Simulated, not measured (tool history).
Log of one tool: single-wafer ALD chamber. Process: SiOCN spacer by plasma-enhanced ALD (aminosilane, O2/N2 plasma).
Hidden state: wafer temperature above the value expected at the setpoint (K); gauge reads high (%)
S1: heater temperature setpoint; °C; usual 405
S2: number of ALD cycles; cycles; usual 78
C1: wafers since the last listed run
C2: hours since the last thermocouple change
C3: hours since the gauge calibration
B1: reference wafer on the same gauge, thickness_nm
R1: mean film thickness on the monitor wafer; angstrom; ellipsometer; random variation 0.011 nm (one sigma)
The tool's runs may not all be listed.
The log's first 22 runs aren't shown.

run     day   S1  S2   C1      C2      C3     B1     R1
 23  69.204  410  62  143   817.1   375.3  4.973  34.25
 24  72.808  410  78  251   903.6   461.8  4.971  43.19
 25  76.104  411  63  229   982.7   540.9  4.974  34.79
 26  79.729  405  78  252  1069.7   627.9  4.972  43.76
 27  82.754  412  78  210  1142.3   700.5  4.967  42.96
 28  86.458  405  70  257  1231.2   789.4  4.970  39.27
 29  88.062  397  72  111  1269.7   827.9  4.969  40.34
 30  90.467  395  67  167  1327.4   885.6  4.970  37.53
 31  92.908  392  63  170  1386.0   944.2  4.968  35.37
 32  96.475  397  78  248  1471.6  1029.8  4.971  43.73
 33  99.117  400  88  183  1535.0  1093.2  4.973  49.30

4 ways to go on from here, each from the tool as it stands after run 33. What would each give?
  A  99.142  405  64   1  1535.6  1093.8   ?   ?
  B  99.142  411  70   1  1535.6  1093.8   ?   ?
  C  99.142  396  84   1  1535.6  1093.8   ?   ?
  D  99.142  420  89   1  1535.6  1093.8   ?   ?

run     B1     R1
  A  4.972  35.97
  B  4.972  38.74
  C  4.972  47.21
  D  4.972  48.07
Without the tool's hidden state the same runs would have given:
run     R1
  A  35.43
  B  38.13
  C  47.21
  D  47.29
